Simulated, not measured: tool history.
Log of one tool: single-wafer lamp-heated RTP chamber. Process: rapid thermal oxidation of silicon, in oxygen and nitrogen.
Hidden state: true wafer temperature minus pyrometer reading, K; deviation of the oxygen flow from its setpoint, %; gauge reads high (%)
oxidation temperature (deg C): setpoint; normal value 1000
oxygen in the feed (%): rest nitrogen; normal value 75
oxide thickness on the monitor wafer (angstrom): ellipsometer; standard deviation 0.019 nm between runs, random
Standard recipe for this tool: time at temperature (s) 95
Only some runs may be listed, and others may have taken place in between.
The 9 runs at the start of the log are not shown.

run   hour  oxidation temperature (deg C)  time at temperature (s)  oxygen in the feed (%)  wafers since the last listed run  wafers since the last pyrometer calibration  hours since the oxygen flow controller was replaced  hours since the gauge calibration  read-back reference wafer on the same gauge, thickness  oxide thickness on the monitor wafer (angstrom)
 10  275.8                           1000                       95                      75                               110                                         3307                                               5418.8                              244.4                                                   5.882                                            66.95
 11  304.0                           1000                       95                      75                               113                                         3420                                               5447.0                              272.6                                                   5.874                                            67.36
 12  325.1                           1000                       95                      75                                84                                         3505                                               5468.1                              293.7                                                   5.882                                            67.15
 13  347.7                           1000                       95                      75                                90                                         3596                                               5490.7                              316.3                                                   5.873                                            67.38
     435.2  -- pyrometer window cleaned and pyrometer calibrated
 14  444.2                           1000                       95                      75                               355                                           36                                               5587.2                              412.8                                                   5.883                                            64.85
 15  467.5                           1010                       95                      75                                93                                          129                                               5610.5                              436.1                                                   5.880                                            69.78
 16  498.5                           1010                       95                      75                               124                                          254                                               5641.5                              467.1                                                   5.881                                            69.89
 17  515.7                            988                       95                      98                                69                                          323                                               5658.7                              484.3                                                   5.882                                            65.32
 18  550.1                           1000                       95                      94                               138                                          461                                               5693.1                              518.7                                                   5.875                                            70.54
 19  563.8                           1000                       95                      75                                55                                          516                                               5706.8                              532.4                                                   5.879                                            65.52
     572.8  -- oxygen flow controller replaced
 20  599.6                            971                       68                      75                               111                                          628                                                 26.8                              568.2                                                   5.883                                            45.61
 21  629.6                           1027                      132                      50                               120                                          749                                                 56.8                              598.2                                                   5.883                                            79.89
 22  643.8                           1023                       95                      75                                57                                          806                                                 71.0                              612.4                                                   5.883                                            77.29
 23  661.1                            991                       95                      95                                69                                          875                                                 88.3                              629.7                                                   5.880                                            66.72
 24  685.1                            985                       95                      91                                96                                          972                                                112.3                              653.7                                                   5.876                                            62.70
     687.6  -- gauge calibrated
 25  713.8                            971                      134                      89                               115                                         1087                                                141.0                               26.2                                                   5.879                                            65.69
 26  730.2                            975                       81                      75                                65                                         1153                                                157.4                               42.6                                                   5.878                                            50.80
 27  751.6                            987                       95                      57                                86                                         1239                                                178.8                               64.0                                                   5.879                                            54.30
 28  822.7                           1000                       95                      75                               285                                         1525                                                249.9                              135.1                                                   5.880                                            65.86
 29  856.9                           1000                       70                      62                               137                                         1662                                                284.1                              169.3                                                   5.880                                            53.79
 30  871.8                           1025                       75                      94                                59                                         1722                                                299.0                              184.2                                                   5.882                                            76.95
 31  884.7                           1000                       95                      75                                51                                         1774                                                311.9                              197.1                                                   5.880                                            65.97
 32  907.5                            989                      134                      51                                91                                         1866                                                334.7                              219.9                                                   5.880                                            62.24
 33  933.0                           1019                      114                      75                               102                                         1968                                                360.2                              245.4                                                   5.888                                            82.20

4 options for the next run, each taken on its own from the tool as it stands now. Forecast them:
  A  933.5                            976                       95                      75                                 2                                         1970                                                360.7                              245.9                                                       ?                                                ?
  B  933.5                           1017                      131                      64                                 2                                         1970                                                360.7                              245.9                                                       ?                                                ?
  C  933.5                           1016                       49                      60                                 2                                         1970                                                360.7                              245.9                                                       ?                                                ?
  D  933.5                            983                       74                      53                                 2                                         1970                                                360.7                              245.9                                                       ?                                                ?

run  read-back reference wafer on the same gauge, thickness  oxide thickness on the monitor wafer (angstrom)
  A                                                   5.881                                            55.78
  B                                                   5.881                                            82.43
  C                                                   5.881                                            51.69
  D                                                   5.881                                            46.89
Take away the tool's hidden state, keep each run's random variation, and the runs would have read:
run  oxide thickness on the monitor wafer (angstrom)
  A                                            54.52
  B                                            80.62
  C                                            50.60
  D                                            45.89
